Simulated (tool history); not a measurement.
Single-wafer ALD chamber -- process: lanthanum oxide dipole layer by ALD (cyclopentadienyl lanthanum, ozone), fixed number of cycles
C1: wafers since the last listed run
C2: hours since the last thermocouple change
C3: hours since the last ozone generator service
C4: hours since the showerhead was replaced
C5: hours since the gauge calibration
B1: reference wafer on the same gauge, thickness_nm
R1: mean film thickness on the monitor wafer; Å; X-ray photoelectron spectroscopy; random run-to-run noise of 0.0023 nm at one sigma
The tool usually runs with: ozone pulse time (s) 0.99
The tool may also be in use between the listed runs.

Run 1, hour 0: usual settings but ozone pulse time (s) 1.12; C1 0; C2 2017.2; C3 683.2; C4 3547.9; C5 676.9; B1 0.429. Result: R1 5.1 Å.
Run 2, hour 34.6: usual settings; C1 804; C2 2051.8; C3 717.8; C4 3582.5; C5 711.5; B1 0.429. Result: R1 4.88 Å.
Run 3, hour 69.8: usual settings; C1 817; C2 2087; C3 753; C4 3617.7; C5 746.7; B1 0.429. Result: R1 4.91 Å.
Run 4, hour 108.7: usual settings; C1 903; C2 2125.9; C3 791.9; C4 3656.6; C5 785.6; B1 0.43. Result: R1 4.88 Å.
Run 5, hour 138.6: usual settings; C1 694; C2 2155.8; C3 821.8; C4 3686.5; C5 815.5; B1 0.429. Result: R1 4.88 Å.
Run 6, hour 208.2: usual settings; C1 1617; C2 2225.4; C3 891.4; C4 3756.1; C5 885.1; B1 0.43. Result: R1 4.94 Å.
Run 7, hour 238.1: usual settings; C1 694; C2 2255.3; C3 921.3; C4 3786; C5 915; B1 0.43. Result: R1 4.91 Å.
At hour 254: ozone generator serviced.
At hour 275.2: thermocouple changed; heater temperature recalibrated.
Run 8, hour 301.7: usual settings; C1 1106; C2 26.5; C3 47.7; C4 3849.6; C5 978.6; B1 0.431. Result: R1 4.9 Å.
Run 9, hour 360.1: usual settings; C1 1357; C2 84.9; C3 106.1; C4 3908; C5 1037; B1 0.43. Result: R1 4.88 Å.
Run 10, hour 407.7: usual settings; C1 1106; C2 132.5; C3 153.7; C4 3955.6; C5 1084.6; B1 0.431. Result: R1 4.89 Å.
At hour 459.1: showerhead replaced.
Run 11, hour 506.1: usual settings; C1 2100; C2 230.9; C3 252.1; C4 47; C5 1183; B1 0.432. Result: R1 4.95 Å.
Run 12, hour 534.9: usual settings but ozone pulse time (s) 0.72; C1 669; C2 259.7; C3 280.9; C4 75.8; C5 1211.8; B1 0.431. Result: R1 4.08 Å.
Run 13, hour 582.7: usual settings but ozone pulse time (s) 1.22; C1 1110; C2 307.5; C3 328.7; C4 123.6; C5 1259.6; B1 0.432. Result: R1 5.34 Å.
Run 14, hour 632.5: usual settings but ozone pulse time (s) 0.62; C1 1157; C2 357.3; C3 378.5; C4 173.4; C5 1309.4; B1 0.432. Result: R1 3.59 Å.
Run 15, hour 700.4: usual settings but ozone pulse time (s) 0.64; C1 1577; C2 425.2; C3 446.4; C4 241.3; C5 1377.3; B1 0.432. Result: R1 3.69 Å.
Run 16, hour 766.1: usual settings; C1 1526; C2 490.9; C3 512.1; C4 307; C5 1443; B1 0.432. Result: R1 4.9 Å.
Run 17, hour 811.7: usual settings but ozone pulse time (s) 1.21; C1 1059; C2 536.5; C3 557.7; C4 352.6; C5 1488.6; B1 0.432. Result: R1 5.34 Å.
Run 18, hour 880.7: usual settings but ozone pulse time (s) 1.37; C1 1603; C2 605.5; C3 626.7; C4 421.6; C5 1557.6; B1 0.432. Result: R1 5.43 Å.
Run 19, hour 913.5: usual settings but ozone pulse time (s) 1.16; C1 762; C2 638.3; C3 659.5; C4 454.4; C5 1590.4; B1 0.432. Result: R1 5.21 Å.
Run 20, hour 969.8: usual settings but ozone pulse time (s) 0.82; C1 1308; C2 694.6; C3 715.8; C4 510.7; C5 1646.7; B1 0.432. Result: R1 4.47 Å.
Run 21, hour 1024.5: usual settings but ozone pulse time (s) 1.31; C1 1271; C2 749.3; C3 770.5; C4 565.4; C5 1701.4; B1 0.433. Result: R1 5.37 Å.
Run 22, hour 1075.3: usual settings but ozone pulse time (s) 1.28; C1 1180; C2 800.1; C3 821.3; C4 616.2; C5 1752.2; B1 0.433. Result: R1 5.4 Å.
At hour 1138.6: gauge calibrated.
At hour 1165.5: ozone generator serviced.
Run 23, hour 1205.7: usual settings but ozone pulse time (s) 0.6; C1 2844; C2 930.5; C3 40.2; C4 746.6; C5 67.1; B1 0.419. Result: R1 3.36 Å.
Run 24, hour 1265: usual settings but ozone pulse time (s) 1.14; C1 1378; C2 989.8; C3 99.5; C4 805.9; C5 126.4; B1 0.42. Result: R1 5.02 Å.
Run 25, hour 1333.7: usual settings; C1 1596; C2 1058.5; C3 168.2; C4 874.6; C5 195.1; B1 0.421. Result: R1 4.78 Å.

What will run 26 give?
Run 26, hour 1374.7: usual settings; C1 952; C2 1099.5; C3 209.2; C4 915.6; C5 236.1; B1 ?. Result: R1 ?.

Run 26 produced B1 0.421, R1 4.76 Å.
With the hidden condition absent and the run-to-run variation left alone, this run would have shown R1 4.73 Å.
